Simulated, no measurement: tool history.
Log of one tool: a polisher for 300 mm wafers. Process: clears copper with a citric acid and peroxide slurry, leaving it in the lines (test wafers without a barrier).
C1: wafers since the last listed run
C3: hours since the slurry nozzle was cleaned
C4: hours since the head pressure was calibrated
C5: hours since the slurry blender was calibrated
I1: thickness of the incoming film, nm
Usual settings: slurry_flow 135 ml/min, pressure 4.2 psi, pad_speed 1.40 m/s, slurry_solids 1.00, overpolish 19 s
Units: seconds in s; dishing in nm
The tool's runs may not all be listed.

run 1 hour=0.0 | slurry_flow=135 pressure=4.2 pad_speed=1.74 slurry_solids=1.00 overpolish=19 | C1=0 wafers_polished_on_this_pad=2 C3=305.2 C4=1033.3 C5=105.5 | I1=501.1 | seconds=96.0 dishing=56.5
run 2 hour=29.6 | slurry_flow=135 pressure=4.2 pad_speed=1.74 slurry_solids=1.00 overpolish=19 | C1=147 wafers_polished_on_this_pad=150 C3=334.8 C4=1062.9 C5=135.1 | I1=494.6 | seconds=91.3 dishing=57.3
run 3 hour=41.6 | slurry_flow=135 pressure=4.2 pad_speed=1.40 slurry_solids=1.00 overpolish=25 | C1=59 wafers_polished_on_this_pad=210 C3=346.8 C4=1074.9 C5=147.1 | I1=484.1 | seconds=113.3 dishing=59.4
run 4 hour=59.7 | slurry_flow=135 pressure=4.2 pad_speed=1.40 slurry_solids=1.00 overpolish=25 | C1=90 wafers_polished_on_this_pad=300 C3=364.9 C4=1093.0 C5=165.2 | I1=489.7 | seconds=112.9 dishing=59.0
-- hour=66.3 head pressure recalibrated
-- hour=74.4 slurry nozzle cleaned
run 5 hour=153.9 | slurry_flow=135 pressure=4.2 pad_speed=1.40 slurry_solids=1.00 overpolish=19 | C1=455 wafers_polished_on_this_pad=755 C3=79.5 C4=87.6 C5=259.4 | I1=491.3 | seconds=119.2 dishing=46.4
run 6 hour=175.8 | slurry_flow=135 pressure=4.2 pad_speed=1.40 slurry_solids=1.00 overpolish=19 | C1=109 wafers_polished_on_this_pad=865 C3=101.4 C4=109.5 C5=281.3 | I1=489.4 | seconds=119.2 dishing=46.0
run 7 hour=205.1 | slurry_flow=135 pressure=4.2 pad_speed=1.40 slurry_solids=1.00 overpolish=19 | C1=146 wafers_polished_on_this_pad=1011 C3=130.7 C4=138.8 C5=310.6 | I1=501.1 | seconds=124.5 dishing=45.7
run 8 hour=221.2 | slurry_flow=175 pressure=3.3 pad_speed=1.80 slurry_solids=1.00 overpolish=23 | C1=80 wafers_polished_on_this_pad=1091 C3=146.8 C4=154.9 C5=326.7 | I1=486.4 | seconds=108.6 dishing=55.0
run 9 hour=250.6 | slurry_flow=105 pressure=3.6 pad_speed=1.40 slurry_solids=0.75 overpolish=29 | C1=146 wafers_polished_on_this_pad=1238 C3=176.2 C4=184.3 C5=356.1 | I1=492.0 | seconds=153.9 dishing=52.2
-- hour=272.0 worn pad replaced by a new one
run 10 hour=272.5 | slurry_flow=180 pressure=3.0 pad_speed=1.08 slurry_solids=1.00 overpolish=24 | C1=89 wafers_polished_on_this_pad=2 C3=198.1 C4=206.2 C5=378.0 | I1=489.8 | seconds=207.5 dishing=35.7
run 11 hour=285.0 | slurry_flow=135 pressure=4.2 pad_speed=1.40 slurry_solids=1.00 overpolish=25 | C1=62 wafers_polished_on_this_pad=64 C3=210.6 C4=218.7 C5=390.5 | I1=491.9 | seconds=123.9 dishing=55.7
run 12 hour=303.4 | slurry_flow=150 pressure=4.2 pad_speed=1.62 slurry_solids=1.20 overpolish=8 | C1=91 wafers_polished_on_this_pad=156 C3=229.0 C4=237.1 C5=408.9 | I1=488.9 | seconds=102.4 dishing=25.2
run 13 hour=323.9 | slurry_flow=135 pressure=4.2 pad_speed=1.40 slurry_solids=1.00 overpolish=19 | C1=102 wafers_polished_on_this_pad=258 C3=249.5 C4=257.6 C5=429.4 | I1=488.9 | seconds=132.5 dishing=43.6
run 14 hour=351.2 | slurry_flow=135 pressure=3.1 pad_speed=1.40 slurry_solids=1.00 overpolish=14 | C1=136 wafers_polished_on_this_pad=395 C3=276.8 C4=284.9 C5=456.7 | I1=479.0 | seconds=161.3 dishing=26.3
-- hour=361.3 slurry blender recalibrated
run 15 hour=368.5 | slurry_flow=165 pressure=4.2 pad_speed=1.40 slurry_solids=1.20 overpolish=19 | C1=76 wafers_polished_on_this_pad=471 C3=294.1 C4=302.2 C5=7.2 | I1=483.4 | seconds=98.1 dishing=52.7
run 16 hour=389.2 | slurry_flow=135 pressure=4.2 pad_speed=1.40 slurry_solids=1.15 overpolish=28 | C1=103 wafers_polished_on_this_pad=574 C3=314.8 C4=322.9 C5=27.9 | I1=488.2 | seconds=104.3 dishing=70.4
run 17 hour=416.8 | slurry_flow=135 pressure=5.0 pad_speed=1.40 slurry_solids=1.00 overpolish=8 | C1=137 wafers_polished_on_this_pad=712 C3=342.4 C4=350.5 C5=55.5 | I1=486.8 | seconds=95.4 dishing=27.3
run 18 hour=439.1 | slurry_flow=115 pressure=3.0 pad_speed=1.40 slurry_solids=1.00 overpolish=27 | C1=111 wafers_polished_on_this_pad=823 C3=364.7 C4=372.8 C5=77.8 | I1=489.8 | seconds=148.7 dishing=50.9
run 19 hour=459.1 | slurry_flow=170 pressure=5.6 pad_speed=1.06 slurry_solids=1.00 overpolish=19 | C1=99 wafers_polished_on_this_pad=923 C3=384.7 C4=392.8 C5=97.8 | I1=488.1 | seconds=107.4 dishing=50.3
run 20 hour=485.9 | slurry_flow=110 pressure=4.2 pad_speed=1.04 slurry_solids=1.00 overpolish=28 | C1=133 wafers_polished_on_this_pad=1057 C3=411.5 C4=419.6 C5=124.6 | I1=485.4 | seconds=149.6 dishing=51.2
-- hour=511.7 worn pad replaced by a new one
-- hour=518.5 slurry nozzle cleaned
run 21 hour=589.1 | slurry_flow=90 pressure=4.2 pad_speed=1.68 slurry_solids=0.75 overpolish=28 | C1=490 wafers_polished_on_this_pad=381 C3=70.6 C4=522.8 C5=227.8 | I1=492.8 | seconds=113.1 dishing=64.5
run 22 hour=660.1 | slurry_flow=115 pressure=4.2 pad_speed=1.40 slurry_solids=1.00 overpolish=29 | C1=354 wafers_polished_on_this_pad=735 C3=141.6 C4=593.8 C5=298.8 | I1=487.9 | seconds=120.4 dishing=62.9
run 23 hour=693.8 | slurry_flow=135 pressure=4.2 pad_speed=1.56 slurry_solids=1.00 overpolish=9 | C1=168 wafers_polished_on_this_pad=903 C3=175.3 C4=627.5 C5=332.5 | I1=485.9 | seconds=105.2 dishing=27.4
run 24 hour=723.8 | slurry_flow=135 pressure=4.2 pad_speed=1.40 slurry_solids=1.00 overpolish=19 | C1=149 wafers_polished_on_this_pad=1053 C3=205.3 C4=657.5 C5=362.5 | I1=490.5 | seconds=121.2 dishing=47.4
run 25 hour=743.9 | slurry_flow=135 pressure=4.2 pad_speed=1.74 slurry_solids=1.00 overpolish=25 | C1=100 wafers_polished_on_this_pad=1154 C3=225.4 C4=677.6 C5=382.6 | I1=490.5 | seconds=95.1 dishing=67.7
-- hour=776.3 worn pad replaced by a new one
run 26 hour=779.0 | slurry_flow=135 pressure=4.2 pad_speed=1.52 slurry_solids=1.00 overpolish=19 | C1=155 wafers_polished_on_this_pad=13 C3=260.5 C4=712.7 C5=417.7 | I1=492.9 | seconds=109.2 dishing=48.8
run 27 hour=800.6 | slurry_flow=135 pressure=4.2 pad_speed=0.92 slurry_solids=1.00 overpolish=19 | C1=107 wafers_polished_on_this_pad=121 C3=282.1 C4=734.3 C5=439.3 | I1=481.2 | seconds=185.5 dishing=32.5
-- hour=823.9 slurry blender recalibrated
run 28 hour=835.4 | slurry_flow=135 pressure=4.2 pad_speed=1.40 slurry_solids=1.00 overpolish=19 | C1=163 wafers_polished_on_this_pad=285 C3=316.9 C4=769.1 C5=11.5 | I1=484.4 | seconds=107.8 dishing=51.1

4 ways to go on from here, each from the tool as it stands after run 28. What would each give?
run A hour=835.9 | slurry_flow=115 pressure=4.2 pad_speed=1.40 slurry_solids=1.00 overpolish=19 | C1=2 wafers_polished_on_this_pad=287 C3=317.4 C4=769.6 C5=12.0 | I1=489.0 | seconds=? dishing=?
run B hour=835.9 | slurry_flow=135 pressure=2.9 pad_speed=1.40 slurry_solids=1.25 overpolish=24 | C1=2 wafers_polished_on_this_pad=287 C3=317.4 C4=769.6 C5=12.0 | I1=489.0 | seconds=? dishing=?
run C hour=835.9 | slurry_flow=135 pressure=4.2 pad_speed=1.40 slurry_solids=0.75 overpolish=19 | C1=2 wafers_polished_on_this_pad=287 C3=317.4 C4=769.6 C5=12.0 | I1=489.0 | seconds=? dishing=?
run D hour=835.9 | slurry_flow=135 pressure=4.2 pad_speed=1.40 slurry_solids=1.00 overpolish=15 | C1=2 wafers_polished_on_this_pad=287 C3=317.4 C4=769.6 C5=12.0 | I1=489.0 | seconds=? dishing=?

run=A seconds=108.1 dishing=49.6
run=B seconds=133.3 dishing=49.8
run=C seconds=114.0 dishing=47.5
run=D seconds=104.7 dishing=41.9
Without the tool's hidden state the same runs would have given:
run=A seconds=107.5 dishing=49.8
run=B seconds=132.5 dishing=50.0
run=C seconds=113.4 dishing=47.7
run=D seconds=104.1 dishing=42.1
